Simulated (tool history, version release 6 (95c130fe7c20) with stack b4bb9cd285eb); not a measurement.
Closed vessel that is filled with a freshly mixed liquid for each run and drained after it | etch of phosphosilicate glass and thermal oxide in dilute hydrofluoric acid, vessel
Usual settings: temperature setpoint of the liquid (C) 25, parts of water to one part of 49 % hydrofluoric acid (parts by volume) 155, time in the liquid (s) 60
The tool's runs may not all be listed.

run   hour  temperature setpoint of the liquid (C)  parts of water to one part of 49 % hydrofluoric acid (parts by volume)  time in the liquid (s)  read-back film thickness of the phosphosilicate glass reference wafer, read on the same gauge (nm)  read-back film thickness of the thermal oxide reference wafer, read on the same gauge (nm)  thickness taken off the phosphosilicate glass on a monitor wafer (angstrom)  thickness taken off the thermal oxide on a monitor wafer (angstrom)
  1      0                                      25                                                                     155                      60                                                                                               29.99                                                                                      79.994                                                                        600.3                                                                15.13
  2   12.9                                    21.5                                                                     155                      60                                                                                                  30                                                                                      80.015                                                                          530                                                                13.49
  3   37.6                                    21.5                                                                     155                      60                                                                                               29.98                                                                                      80.014                                                                          529                                                                13.85
      55.5  -- gauge calibrated
  4   60.7                                    29.5                                                                     180                      90                                                                                               29.96                                                                                      79.959                                                                        894.1                                                                21.98
  5   83.3                                      25                                                                      80                      60                                                                                               30.02                                                                                       80.01                                                                         1286                                                                32.33
  6  117.3                                      21                                                                     155                      60                                                                                               29.99                                                                                      79.967                                                                        520.4                                                                 13.3
  7  149.2                                    22.5                                                                     230                      30                                                                                                  30                                                                                      80.017                                                                          172                                                                 4.26
  8    169                                      21                                                                     175                      40                                                                                               30.03                                                                                      80.002                                                                        301.7                                                                 7.61
  9  189.3                                      25                                                                     155                      60                                                                                               30.02                                                                                      80.007                                                                        606.6                                                                15.46
 10  212.2                                      25                                                                     155                      60                                                                                               30.01                                                                                      80.021                                                                        607.5                                                                16.03
 11  245.3                                    22.5                                                                     115                      85                                                                                               30.05                                                                                      79.994                                                                       1108.7                                                                28.25
 12  272.5                                      20                                                                     155                      30                                                                                               29.98                                                                                      80.024                                                                          251                                                                 6.27
 13  295.6                                      25                                                                     155                      60                                                                                               29.97                                                                                      79.988                                                                        609.1                                                                14.95
 14  319.6                                      28                                                                     135                      75                                                                                               30.04                                                                                      79.975                                                                       1006.3                                                                25.81
 15  339.4                                      25                                                                     155                      60                                                                                               29.99                                                                                      80.068                                                                        610.3                                                                15.65
 16  359.1                                    28.5                                                                     125                      35                                                                                                  30                                                                                      79.975                                                                        522.4                                                                13.23
 17  380.9                                    29.5                                                                     155                      90                                                                                               30.02                                                                                      79.979                                                                       1070.5                                                                27.17
 18  408.7                                      25                                                                     195                      85                                                                                                  30                                                                                       80.05                                                                        660.6                                                                16.48
 19  424.4                                      25                                                                     195                      40                                                                                                  30                                                                                      79.968                                                                        308.8                                                                  7.7
 20  443.4                                    26.5                                                                     180                      60                                                                                               30.01                                                                                      80.008                                                                        540.3                                                                14.05
 21    471                                      25                                                                     155                      60                                                                                                  30                                                                                      79.974                                                                        613.4                                                                15.79
 22  504.4                                    22.5                                                                     155                      40                                                                                               29.99                                                                                      80.029                                                                        369.6                                                                  9.4
 23  530.1                                    21.5                                                                     215                      60                                                                                               30.01                                                                                      79.996                                                                        362.6                                                                 8.83
 24  551.3                                    21.5                                                                     215                      45                                                                                               30.03                                                                                      80.052                                                                        272.1                                                                 6.96
 25  572.5                                    21.5                                                                     155                      60                                                                                               29.99                                                                                      79.966                                                                        539.4                                                                13.74
 26  666.6                                      25                                                                     110                      45                                                                                               29.98                                                                                      79.995                                                                        685.6                                                                17.29
 27  679.6                                    26.5                                                                     115                      95                                                                                               29.99                                                                                      80.027                                                                       1455.8                                                                37.28

3 ways to go on from here, each from the tool as it stands after run 27. What would each give?
  A  680.3                                      25                                                                     155                      60                                                                                                   ?                                                                                           ?                                                                            ?                                                                    ?
  B  680.3                                      27                                                                     175                      30                                                                                                   ?                                                                                           ?                                                                            ?                                                                    ?
  C  680.3                                      23                                                                     225                      95                                                                                                   ?                                                                                           ?                                                                            ?                                                                    ?

run  read-back film thickness of the phosphosilicate glass reference wafer, read on the same gauge (nm)  read-back film thickness of the thermal oxide reference wafer, read on the same gauge (nm)  thickness taken off the phosphosilicate glass on a monitor wafer (angstrom)  thickness taken off the thermal oxide on a monitor wafer (angstrom)
  A                                                                                                  30                                                                                      79.998                                                                        620.5                                                                15.32
  B                                                                                                  30                                                                                      79.998                                                                        288.5                                                                 7.12
  C                                                                                                  30                                                                                      79.998                                                                        580.9                                                                14.34
Without the tool's hidden state the same runs would have given:
run  thickness taken off the phosphosilicate glass on a monitor wafer (angstrom)  thickness taken off the thermal oxide on a monitor wafer (angstrom)
  A                                                                          608                                                                15.01
  B                                                                        283.3                                                                 6.99
  C                                                                        570.4                                                                14.08
